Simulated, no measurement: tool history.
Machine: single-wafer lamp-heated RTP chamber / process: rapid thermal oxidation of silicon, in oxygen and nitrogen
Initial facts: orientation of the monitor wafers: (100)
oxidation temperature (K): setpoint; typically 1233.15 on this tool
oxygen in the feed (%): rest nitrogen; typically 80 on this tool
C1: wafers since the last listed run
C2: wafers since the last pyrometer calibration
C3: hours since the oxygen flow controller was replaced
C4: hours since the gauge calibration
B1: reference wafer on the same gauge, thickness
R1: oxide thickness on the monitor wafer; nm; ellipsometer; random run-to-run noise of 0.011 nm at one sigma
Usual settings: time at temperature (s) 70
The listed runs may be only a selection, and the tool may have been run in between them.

{"run": 1, "hour": 0.0, "oxidation temperature (K)": 1233.15, "time at temperature (s)": 44, "oxygen in the feed (%)": 80, "C1": 0, "C2": 607, "C3": 4628.4, "C4": 4.5, "B1": 3.999, "R1": 3.546}
{"run": 2, "hour": 18.5, "oxidation temperature (K)": 1233.15, "time at temperature (s)": 70, "oxygen in the feed (%)": 80, "C1": 262, "C2": 870, "C3": 4646.9, "C4": 23.0, "B1": 4.0, "R1": 4.263}
{"run": 3, "hour": 32.2, "oxidation temperature (K)": 1233.15, "time at temperature (s)": 70, "oxygen in the feed (%)": 80, "C1": 194, "C2": 1065, "C3": 4660.6, "C4": 36.7, "B1": 4.004, "R1": 4.249}
{"run": 4, "hour": 62.8, "oxidation temperature (K)": 1233.15, "time at temperature (s)": 42, "oxygen in the feed (%)": 80, "C1": 434, "C2": 1499, "C3": 4691.2, "C4": 67.3, "B1": 4.002, "R1": 3.479}
{"run": 5, "hour": 96.0, "oxidation temperature (K)": 1233.15, "time at temperature (s)": 42, "oxygen in the feed (%)": 80, "C1": 471, "C2": 1971, "C3": 4724.4, "C4": 100.5, "B1": 4.003, "R1": 3.479}
{"run": 6, "hour": 117.6, "oxidation temperature (K)": 1233.15, "time at temperature (s)": 42, "oxygen in the feed (%)": 80, "C1": 306, "C2": 2278, "C3": 4746.0, "C4": 122.1, "B1": 4.001, "R1": 3.483}
{"run": 7, "hour": 134.4, "oxidation temperature (K)": 1233.15, "time at temperature (s)": 70, "oxygen in the feed (%)": 80, "C1": 238, "C2": 2517, "C3": 4762.8, "C4": 138.9, "B1": 4.003, "R1": 4.255}
{"run": 8, "hour": 151.8, "oxidation temperature (K)": 1233.15, "time at temperature (s)": 70, "oxygen in the feed (%)": 80, "C1": 247, "C2": 2764, "C3": 4780.2, "C4": 156.3, "B1": 4.0, "R1": 4.25}
{"run": 9, "hour": 174.5, "oxidation temperature (K)": 1243.15, "time at temperature (s)": 97, "oxygen in the feed (%)": 80, "C1": 322, "C2": 3087, "C3": 4802.9, "C4": 179.0, "B1": 4.001, "R1": 5.28}
{"run": 10, "hour": 194.9, "oxidation temperature (K)": 1243.15, "time at temperature (s)": 97, "oxygen in the feed (%)": 80, "C1": 289, "C2": 3377, "C3": 4823.3, "C4": 199.4, "B1": 4.001, "R1": 5.278}
{"run": 11, "hour": 208.0, "oxidation temperature (K)": 1243.15, "time at temperature (s)": 97, "oxygen in the feed (%)": 80, "C1": 186, "C2": 3563, "C3": 4836.4, "C4": 212.5, "B1": 4.002, "R1": 5.276}
{"run": 12, "hour": 229.2, "oxidation temperature (K)": 1233.15, "time at temperature (s)": 70, "oxygen in the feed (%)": 80, "C1": 301, "C2": 3864, "C3": 4857.6, "C4": 233.7, "B1": 4.003, "R1": 4.267}
{"run": 13, "hour": 249.0, "oxidation temperature (K)": 1233.15, "time at temperature (s)": 70, "oxygen in the feed (%)": 80, "C1": 281, "C2": 4146, "C3": 4877.4, "C4": 253.5, "B1": 3.998, "R1": 4.269}
{"run": 14, "hour": 274.1, "oxidation temperature (K)": 1233.15, "time at temperature (s)": 70, "oxygen in the feed (%)": 80, "C1": 356, "C2": 4502, "C3": 4902.5, "C4": 278.6, "B1": 4.0, "R1": 4.289}
{"run": 15, "hour": 305.4, "oxidation temperature (K)": 1233.15, "time at temperature (s)": 70, "oxygen in the feed (%)": 80, "C1": 444, "C2": 4947, "C3": 4933.8, "C4": 309.9, "B1": 4.002, "R1": 4.291}
{"run": 16, "hour": 319.8, "oxidation temperature (K)": 1233.15, "time at temperature (s)": 70, "oxygen in the feed (%)": 80, "C1": 204, "C2": 5152, "C3": 4948.2, "C4": 324.3, "B1": 4.003, "R1": 4.298}
{"run": 17, "hour": 344.2, "oxidation temperature (K)": 1233.15, "time at temperature (s)": 70, "oxygen in the feed (%)": 80, "C1": 346, "C2": 5498, "C3": 4972.6, "C4": 348.7, "B1": 3.995, "R1": 4.296}
{"run": 18, "hour": 375.5, "oxidation temperature (K)": 1233.15, "time at temperature (s)": 70, "oxygen in the feed (%)": 80, "C1": 444, "C2": 5943, "C3": 5003.9, "C4": 380.0, "B1": 4.0, "R1": 4.293}
{"run": 19, "hour": 405.7, "oxidation temperature (K)": 1233.15, "time at temperature (s)": 70, "oxygen in the feed (%)": 89, "C1": 429, "C2": 6372, "C3": 5034.1, "C4": 410.2, "B1": 3.999, "R1": 4.464}
{"run": 20, "hour": 432.1, "oxidation temperature (K)": 1222.15, "time at temperature (s)": 70, "oxygen in the feed (%)": 72, "C1": 375, "C2": 6748, "C3": 5060.5, "C4": 436.6, "B1": 3.998, "R1": 3.855}
{"run": 21, "hour": 462.0, "oxidation temperature (K)": 1233.15, "time at temperature (s)": 70, "oxygen in the feed (%)": 80, "C1": 424, "C2": 7172, "C3": 5090.4, "C4": 466.5, "B1": 4.002, "R1": 4.316}
{"hour": 478.3, "done": "oxygen flow controller replaced"}
{"run": 22, "hour": 483.4, "oxidation temperature (K)": 1249.15, "time at temperature (s)": 70, "oxygen in the feed (%)": 80, "C1": 190, "C2": 7363, "C3": 5.1, "C4": 487.9, "B1": 4.0, "R1": 4.867}
{"hour": 518.5, "done": "pyrometer window cleaned and pyrometer calibrated"}
{"run": 23, "hour": 519.0, "oxidation temperature (K)": 1213.15, "time at temperature (s)": 59, "oxygen in the feed (%)": 69, "C1": 392, "C2": 6, "C3": 40.7, "C4": 523.5, "B1": 3.999, "R1": 3.335}
{"run": 24, "hour": 528.5, "oxidation temperature (K)": 1233.15, "time at temperature (s)": 42, "oxygen in the feed (%)": 80, "C1": 135, "C2": 141, "C3": 50.2, "C4": 533.0, "B1": 4.0, "R1": 3.492}
{"run": 25, "hour": 556.3, "oxidation temperature (K)": 1233.15, "time at temperature (s)": 70, "oxygen in the feed (%)": 80, "C1": 395, "C2": 536, "C3": 78.0, "C4": 560.8, "B1": 4.001, "R1": 4.255}
{"hour": 574.8, "done": "gauge calibrated"}
{"run": 26, "hour": 583.4, "oxidation temperature (K)": 1233.15, "time at temperature (s)": 70, "oxygen in the feed (%)": 80, "C1": 385, "C2": 921, "C3": 105.1, "C4": 8.6, "B1": 4.0, "R1": 4.23}
{"run": 27, "hour": 598.6, "oxidation temperature (K)": 1263.15, "time at temperature (s)": 94, "oxygen in the feed (%)": 67, "C1": 216, "C2": 1137, "C3": 120.3, "C4": 23.8, "B1": 4.001, "R1": 5.649}
{"run": 28, "hour": 626.9, "oxidation temperature (K)": 1233.15, "time at temperature (s)": 70, "oxygen in the feed (%)": 72, "C1": 402, "C2": 1539, "C3": 148.6, "C4": 52.1, "B1": 4.001, "R1": 4.12}
{"run": 29, "hour": 645.2, "oxidation temperature (K)": 1233.15, "time at temperature (s)": 70, "oxygen in the feed (%)": 72, "C1": 260, "C2": 1800, "C3": 166.9, "C4": 70.4, "B1": 4.002, "R1": 4.11}
{"run": 30, "hour": 661.0, "oxidation temperature (K)": 1250.15, "time at temperature (s)": 70, "oxygen in the feed (%)": 98, "C1": 224, "C2": 2024, "C3": 182.7, "C4": 86.2, "B1": 4.004, "R1": 5.136}
{"run": 31, "hour": 693.1, "oxidation temperature (K)": 1241.15, "time at temperature (s)": 82, "oxygen in the feed (%)": 98, "C1": 456, "C2": 2480, "C3": 214.8, "C4": 118.3, "B1": 4.0, "R1": 5.151}
{"run": 32, "hour": 705.3, "oxidation temperature (K)": 1233.15, "time at temperature (s)": 70, "oxygen in the feed (%)": 56, "C1": 173, "C2": 2654, "C3": 227.0, "C4": 130.5, "B1": 4.0, "R1": 3.797}
{"run": 33, "hour": 730.5, "oxidation temperature (K)": 1233.15, "time at temperature (s)": 42, "oxygen in the feed (%)": 98, "C1": 358, "C2": 3012, "C3": 252.2, "C4": 155.7, "B1": 4.0, "R1": 3.702}
{"run": 34, "hour": 760.5, "oxidation temperature (K)": 1233.15, "time at temperature (s)": 70, "oxygen in the feed (%)": 80, "C1": 426, "C2": 3438, "C3": 282.2, "C4": 185.7, "B1": 4.002, "R1": 4.257}
{"run": 35, "hour": 791.2, "oxidation temperature (K)": 1261.15, "time at temperature (s)": 52, "oxygen in the feed (%)": 88, "C1": 436, "C2": 3874, "C3": 312.9, "C4": 216.4, "B1": 3.998, "R1": 4.755}
{"run": 36, "hour": 814.6, "oxidation temperature (K)": 1262.15, "time at temperature (s)": 61, "oxygen in the feed (%)": 59, "C1": 332, "C2": 4207, "C3": 336.3, "C4": 239.8, "B1": 4.003, "R1": 4.488}

What if the next run were any one of these 3? Each begins from the tool's condition after run 36:
{"run": "A", "hour": 815.0, "oxidation temperature (K)": 1233.15, "time at temperature (s)": 43, "oxygen in the feed (%)": 80, "C1": 5, "C2": 4212, "C3": 336.7, "C4": 240.2, "B1": "?", "R1": "?"}
{"run": "B", "hour": 815.0, "oxidation temperature (K)": 1233.15, "time at temperature (s)": 53, "oxygen in the feed (%)": 96, "C1": 5, "C2": 4212, "C3": 336.7, "C4": 240.2, "B1": "?", "R1": "?"}
{"run": "C", "hour": 815.0, "oxidation temperature (K)": 1208.15, "time at temperature (s)": 45, "oxygen in the feed (%)": 72, "C1": 5, "C2": 4212, "C3": 336.7, "C4": 240.2, "B1": "?", "R1": "?"}

run=A B1=3.998 R1=3.529
run=B B1=3.998 R1=4.045
run=C B1=3.998 R1=3.004
What these runs would have given with no unlogged condition in the tool:
run=A R1=3.507
run=B R1=4.017
run=C R1=2.989
